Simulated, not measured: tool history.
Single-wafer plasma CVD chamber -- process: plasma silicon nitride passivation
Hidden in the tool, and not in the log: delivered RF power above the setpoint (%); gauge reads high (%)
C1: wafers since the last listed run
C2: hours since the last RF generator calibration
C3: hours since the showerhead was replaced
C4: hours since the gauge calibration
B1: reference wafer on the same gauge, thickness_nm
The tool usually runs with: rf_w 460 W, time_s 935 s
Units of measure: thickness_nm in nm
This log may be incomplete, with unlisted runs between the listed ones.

Run 1, hour 0.0: usual settings but rf_w 500 W; C1 0; C2 1204.4; C3 8258.9; C4 275.6; B1 1188.885. Result: thickness_nm 1461.355 nm.
Run 2, hour 14.2: usual settings but rf_w 500 W; C1 26; C2 1218.6; C3 8273.1; C4 289.8; B1 1189.878. Result: thickness_nm 1453.770 nm.
Run 3, hour 44.2: usual settings; C1 56; C2 1248.6; C3 8303.1; C4 319.8; B1 1188.885. Result: thickness_nm 1415.114 nm.
Run 4, hour 63.3: usual settings; C1 35; C2 1267.7; C3 8322.2; C4 338.9; B1 1190.381. Result: thickness_nm 1417.678 nm.
Run 5, hour 81.7: usual settings; C1 34; C2 1286.1; C3 8340.6; C4 357.3; B1 1192.250. Result: thickness_nm 1418.472 nm.
Run 6, hour 102.0: usual settings; C1 38; C2 1306.4; C3 8360.9; C4 377.6; B1 1189.804. Result: thickness_nm 1421.259 nm.
Run 7, hour 127.4: usual settings; C1 47; C2 1331.8; C3 8386.3; C4 403.0; B1 1188.118. Result: thickness_nm 1432.898 nm.
Run 8, hour 152.9: usual settings; C1 48; C2 1357.3; C3 8411.8; C4 428.5; B1 1189.107. Result: thickness_nm 1421.855 nm.
Run 9, hour 172.9: usual settings but rf_w 390 W, time_s 1075 s; C1 37; C2 1377.3; C3 8431.8; C4 448.5; B1 1190.625. Result: thickness_nm 1534.033 nm.
Run 10, hour 272.7: usual settings but rf_w 390 W, time_s 1075 s; C1 187; C2 1477.1; C3 8531.6; C4 548.3; B1 1191.753. Result: thickness_nm 1534.686 nm.
Run 11, hour 299.8: usual settings but rf_w 440 W, time_s 787 s; C1 51; C2 1504.2; C3 8558.7; C4 575.4; B1 1191.348. Result: thickness_nm 1178.695 nm.
At hour 333.0: showerhead replaced.
Run 12, hour 333.5: usual settings but rf_w 440 W, time_s 787 s; C1 48; C2 1537.9; C3 0.5; C4 609.1; B1 1190.491. Result: thickness_nm 1174.785 nm.
Run 13, hour 362.2: usual settings but rf_w 440 W, time_s 787 s; C1 54; C2 1566.6; C3 29.2; C4 637.8; B1 1190.675. Result: thickness_nm 1177.972 nm.
Run 14, hour 394.4: usual settings but time_s 1049 s; C1 60; C2 1598.8; C3 61.4; C4 670.0; B1 1189.406. Result: thickness_nm 1607.398 nm.
Run 15, hour 430.1: usual settings but rf_w 420 W; C1 67; C2 1634.5; C3 97.1; C4 705.7; B1 1189.588. Result: thickness_nm 1377.798 nm.
Run 16, hour 463.2: usual settings but rf_w 420 W; C1 62; C2 1667.6; C3 130.2; C4 738.8; B1 1188.710. Result: thickness_nm 1374.288 nm.
Run 17, hour 489.9: usual settings but rf_w 515 W, time_s 1015 s; C1 50; C2 1694.3; C3 156.9; C4 765.5; B1 1190.719. Result: thickness_nm 1620.610 nm.
At hour 506.8: gauge calibrated.
Run 18, hour 563.3: usual settings but rf_w 515 W, time_s 1015 s; C1 138; C2 1767.7; C3 230.3; C4 56.5; B1 1189.674. Result: thickness_nm 1597.857 nm.
Run 19, hour 576.4: usual settings; C1 24; C2 1780.8; C3 243.4; C4 69.6; B1 1190.904. Result: thickness_nm 1423.038 nm.
Run 20, hour 605.6: usual settings but rf_w 390 W, time_s 1075 s; C1 54; C2 1810.0; C3 272.6; C4 98.8; B1 1188.905. Result: thickness_nm 1538.410 nm.
At hour 682.0: RF generator calibrated.
Run 21, hour 682.5: usual settings but rf_w 410 W, time_s 1085 s; C1 129; C2 0.5; C3 349.5; C4 175.7; B1 1190.005. Result: thickness_nm 1615.827 nm.
Run 22, hour 701.1: usual settings; C1 35; C2 19.1; C3 368.1; C4 194.3; B1 1188.472. Result: thickness_nm 1460.358 nm.
Run 23, hour 736.2: usual settings but rf_w 530 W, time_s 859 s; C1 66; C2 54.2; C3 403.2; C4 229.4; B1 1188.832. Result: thickness_nm 1400.376 nm.
Run 24, hour 760.3: usual settings but rf_w 515 W, time_s 1073 s; C1 45; C2 78.3; C3 427.3; C4 253.5; B1 1190.747. Result: thickness_nm 1740.505 nm.
Run 25, hour 787.7: usual settings but rf_w 375 W; C1 51; C2 105.7; C3 454.7; C4 280.9; B1 1188.779. Result: thickness_nm 1349.477 nm.
Run 26, hour 821.4: usual settings but time_s 761 s; C1 63; C2 139.4; C3 488.4; C4 314.6; B1 1190.954. Result: thickness_nm 1175.720 nm.
Run 27, hour 851.1: usual settings but time_s 831 s; C1 55; C2 169.1; C3 518.1; C4 344.3; B1 1190.919. Result: thickness_nm 1296.352 nm.
Run 28, hour 880.9: usual settings but rf_w 425 W, time_s 830 s; C1 56; C2 198.9; C3 547.9; C4 374.1; B1 1189.262. Result: thickness_nm 1253.776 nm.
Run 29, hour 910.1: usual settings but rf_w 415 W, time_s 794 s; C1 54; C2 228.1; C3 577.1; C4 403.3; B1 1189.925. Result: thickness_nm 1184.283 nm.
Run 30, hour 945.2: usual settings; C1 66; C2 263.2; C3 612.2; C4 438.4; B1 1192.006. Result: thickness_nm 1455.371 nm.
Run 31, hour 1012.7: usual settings; C1 127; C2 330.7; C3 679.7; C4 505.9; B1 1188.218. Result: thickness_nm 1439.606 nm.
Run 32, hour 1034.6: usual settings but rf_w 405 W, time_s 877 s; C1 41; C2 352.6; C3 701.6; C4 527.8; B1 1190.721. Result: thickness_nm 1279.396 nm.
Run 33, hour 1057.6: usual settings but rf_w 530 W, time_s 792 s; C1 43; C2 375.6; C3 724.6; C4 550.8; B1 1189.147. Result: thickness_nm 1284.210 nm.
Run 34, hour 1149.5: usual settings but rf_w 385 W; C1 173; C2 467.5; C3 816.5; C4 642.7; B1 1188.846. Result: thickness_nm 1338.045 nm.
Run 35, hour 1171.1: usual settings but rf_w 405 W; C1 40; C2 489.1; C3 838.1; C4 664.3; B1 1190.106. Result: thickness_nm 1368.474 nm.
Run 36, hour 1189.5: usual settings but rf_w 485 W, time_s 996 s; C1 34; C2 507.5; C3 856.5; C4 682.7; B1 1191.006. Result: thickness_nm 1559.813 nm.
Run 37, hour 1204.2: usual settings but rf_w 500 W, time_s 1074 s; C1 27; C2 522.2; C3 871.2; C4 697.4; B1 1190.760. Result: thickness_nm 1693.745 nm.
Run 38, hour 1235.8: usual settings but rf_w 540 W, time_s 1039 s; C1 59; C2 553.8; C3 902.8; C4 729.0; B1 1188.428. Result: thickness_nm 1684.379 nm.
At hour 1254.0: gauge calibrated.
Run 39, hour 1256.0: usual settings; C1 38; C2 574.0; C3 923.0; C4 2.0; B1 1191.084. Result: thickness_nm 1434.684 nm.
Run 40, hour 1279.3: usual settings; C1 43; C2 597.3; C3 946.3; C4 25.3; B1 1188.524. Result: thickness_nm 1428.056 nm.
Run 41, hour 1303.2: usual settings but rf_w 500 W, time_s 783 s; C1 44; C2 621.2; C3 970.2; C4 49.2; B1 1188.399. Result: thickness_nm 1222.735 nm.
Run 42, hour 1331.5: usual settings but rf_w 495 W, time_s 994 s; C1 53; C2 649.5; C3 998.5; C4 77.5; B1 1190.413. Result: thickness_nm 1552.940 nm.

What if the next run were any one of these 5? Each begins from the tool's condition after run 42:
Run A, hour 1332.2: usual settings; C1 1; C2 650.2; C3 999.2; C4 78.2; B1 ?. Result: thickness_nm ?.
Run B, hour 1332.2: usual settings but rf_w 515 W, time_s 852 s; C1 1; C2 650.2; C3 999.2; C4 78.2; B1 ?. Result: thickness_nm ?.
Run C, hour 1332.2: usual settings but rf_w 535 W, time_s 878 s; C1 1; C2 650.2; C3 999.2; C4 78.2; B1 ?. Result: thickness_nm ?.
Run D, hour 1332.2: usual settings but time_s 874 s; C1 1; C2 650.2; C3 999.2; C4 78.2; B1 ?. Result: thickness_nm ?.
Run E, hour 1332.2: usual settings but rf_w 425 W, time_s 838 s; C1 1; C2 650.2; C3 999.2; C4 78.2; B1 ?. Result: thickness_nm ?.

run        B1  thickness_nm
  A  1190.453      1437.668
  B  1190.453      1363.119
  C  1190.453      1423.424
  D  1190.453      1343.873
  E  1190.453      1252.545
Without the tool's unlogged condition, the same runs would have read:
run  thickness_nm
  A      1471.541
  B      1395.235
  C      1456.961
  D      1375.537
  E      1282.057
